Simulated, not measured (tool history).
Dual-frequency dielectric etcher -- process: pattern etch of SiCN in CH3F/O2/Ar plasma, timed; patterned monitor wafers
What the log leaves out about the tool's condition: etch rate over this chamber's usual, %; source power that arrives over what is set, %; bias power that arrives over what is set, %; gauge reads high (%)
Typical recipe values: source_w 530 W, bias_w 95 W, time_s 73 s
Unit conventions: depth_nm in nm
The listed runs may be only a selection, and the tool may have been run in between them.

run     day  source_w  bias_w  time_s  wafers since the last listed run  hours since the last wet clean  hours since the last source power generator calibration  hours since the last bias power generator calibration  hours since the last upper electrode change  hours since the gauge calibration  read-back reference wafer on the same gauge, depth_nm  depth_nm
  1       0       530      95      73                                 0                           287.6                                                   2726.6                                                   2816                                       3049.2                              140.4                                                  32.62     32.26
  2     0.3       530      95      73                                57                           294.8                                                   2733.8                                                 2823.2                                       3056.4                              147.6                                                  32.58     32.43
  3   0.592       530      95      73                                56                           301.8                                                   2740.8                                                 2830.2                                       3063.4                              154.6                                                  32.65     32.41
  4   0.975       530      95      73                                73                             311                                                     2750                                                 2839.4                                       3072.6                              163.8                                                   32.6     32.47
  5   1.667       530      95      73                               133                           327.6                                                   2766.6                                                   2856                                       3089.2                              180.4                                                  32.54     32.77
  6   2.204       530      95      73                               103                           340.5                                                   2779.5                                                 2868.9                                       3102.1                              193.3                                                  32.64     32.65
      3.692  -- upper electrode replaced
      3.738  -- bias power generator calibrated
  7   3.758       530      95      73                                97                           377.8                                                   2816.8                                                    0.5                                          1.6                              230.6                                                  32.59     32.53
  8   3.771       530      95      73                                 2                           378.1                                                   2817.1                                                    0.8                                          1.9                              230.9                                                   32.6     32.53
  9   3.788       530      95      73                                 3                           378.5                                                   2817.5                                                    1.2                                          2.3                              231.3                                                  32.61     32.48
 10   4.238       530      95      73                                86                           389.3                                                   2828.3                                                     12                                         13.1                              242.1                                                  32.51     32.77
      5.879  -- wet clean of the chamber
 11     5.9       530      95      73                               127                             0.5                                                   2868.2                                                   51.9                                           53                                282                                                  32.61     33.74
 12   5.917       530      95      73                                 3                             0.9                                                   2868.6                                                   52.3                                         53.4                              282.4                                                  32.57     33.83
 13   5.929       530      95      73                                 2                             1.2                                                   2868.9                                                   52.6                                         53.7                              282.7                                                  32.68     33.94
      5.992  -- gauge calibrated
 14   6.154       570     104      66                                43                             6.6                                                   2874.3                                                     58                                         59.1                                3.9                                                  32.57     33.09
 15   6.862       410      84      83                               136                            23.6                                                   2891.3                                                     75                                         76.1                               20.9                                                  32.54     32.32
      7.496  -- source power generator calibrated
 16   7.588       470      79      73                               107                              41                                                      2.2                                                   92.4                                         93.5                               38.3                                                  32.59     29.06
      8.725  -- wet clean of the chamber, repeated, since the last time left the tool worse
 17   8.746       410     102      73                                30                             0.5                                                       30                                                  120.2                                        121.3                               66.1                                                  32.56     29.91
 18   8.758       470      95      73                                 2                             0.8                                                     30.3                                                  120.5                                        121.6                               66.4                                                  32.59     30.31
 19   8.892       530      95      73                                25                               4                                                     33.5                                                  123.7                                        124.8                               69.6                                                  32.57     31.78
 20   9.167       530      81      73                                52                            10.6                                                     40.1                                                  130.3                                        131.4                               76.2                                                  32.71     29.28
 21   9.883       530      95      91                               138                            27.8                                                     57.3                                                  147.5                                        148.6                               93.4                                                  32.68     39.96
 22  10.621       590     118    52.5                               142                            45.5                                                       75                                                  165.2                                        166.3                              111.1                                                  32.59     27.17
 23  11.021       400     102      57                                77                            55.1                                                     84.6                                                  174.8                                        175.9                              120.7                                                  32.63     23.18
 24  11.375       420     114      58                                68                            63.6                                                     93.1                                                  183.3                                        184.4                              129.2                                                  32.65     25.59
 25  11.683       490     104    60.5                                59                              71                                                    100.5                                                  190.7                                        191.8                              136.6                                                  32.58      27.2

4 options for the next run, each taken on its own from the tool as it stands now. Forecast them:
  A  11.7       530      95      73                                 3                            71.4                                                    100.9                                                  191.1                                        192.2                                137                                                      ?         ?
  B  11.7       530      76      73                                 3                            71.4                                                    100.9                                                  191.1                                        192.2                                137                                                      ?         ?
  C  11.7       420      88      73                                 3                            71.4                                                    100.9                                                  191.1                                        192.2                                137                                                      ?         ?
  D  11.7       490     102    87.5                                 3                            71.4                                                    100.9                                                  191.1                                        192.2                                137                                                      ?         ?

run  read-back reference wafer on the same gauge, depth_nm  depth_nm
  A                                                  32.56     32.28
  B                                                  32.56     28.54
  C                                                  32.56     28.01
  D                                                  32.56     38.88
Had the tool no hidden state, the same runs would have come out as:
run  depth_nm
  A      31.9
  B     28.22
  C     27.69
  D     38.43

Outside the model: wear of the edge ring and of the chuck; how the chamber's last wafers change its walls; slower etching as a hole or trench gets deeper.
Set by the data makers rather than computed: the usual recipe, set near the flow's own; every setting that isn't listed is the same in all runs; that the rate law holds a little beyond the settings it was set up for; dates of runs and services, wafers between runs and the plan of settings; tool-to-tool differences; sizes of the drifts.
